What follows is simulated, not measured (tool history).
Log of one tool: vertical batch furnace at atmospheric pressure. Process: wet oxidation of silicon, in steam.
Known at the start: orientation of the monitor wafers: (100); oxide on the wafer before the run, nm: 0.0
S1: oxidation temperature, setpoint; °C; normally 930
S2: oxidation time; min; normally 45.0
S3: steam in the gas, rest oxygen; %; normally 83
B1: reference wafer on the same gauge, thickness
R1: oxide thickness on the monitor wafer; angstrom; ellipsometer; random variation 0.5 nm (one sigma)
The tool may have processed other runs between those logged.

run,hour,S1,S2,S3,B1,R1
1,0.0,930,45.0,80,129.93,1334.0
2,30.2,930,45.0,80,130.04,1331.2
3,46.0,918,45.0,83,130.00,1193.3
4,77.8,918,45.0,83,129.87,1188.7
5,107.0,918,45.0,83,129.86,1189.4
6,128.9,930,45.0,83,129.93,1368.1
7,153.4,930,45.0,83,130.03,1363.7
8,183.1,930,45.0,83,129.86,1363.1
# hour 226.9: gauge calibrated
# hour 233.0: thermocouples replaced and temperature profile calibrated
9,233.5,930,51.5,83,130.05,1535.8
10,237.6,930,51.5,83,129.97,1533.2
11,271.6,930,45.0,90,130.08,1462.1
12,288.9,930,45.0,90,129.94,1464.2
13,309.5,930,45.0,83,130.09,1358.0
14,334.1,955,52.5,83,129.91,2035.9
15,352.3,937,38.0,78,130.06,1200.2
16,366.1,930,38.5,72,129.98,1040.9
17,387.2,945,55.5,92,130.04,2069.3
18,411.1,930,45.0,90,130.09,1450.8
19,431.6,920,45.0,83,130.05,1202.4
# hour 468.6: steam generator serviced
20,469.1,907,45.0,76,129.77,1032.4
21,473.9,930,45.0,83,129.93,1475.2
22,490.7,930,45.0,83,130.16,1477.8
23,512.8,917,53.5,79,129.88,1419.4

Run 24 has not been measured yet. What should we expect?
24,541.6,952,36.0,80,?,?

B1: 130.10
R1: 1505.3 angstrom
Were there no unlogged condition in the tool, this run, its random variation unchanged, would have produced R1 1509.4 angstrom.
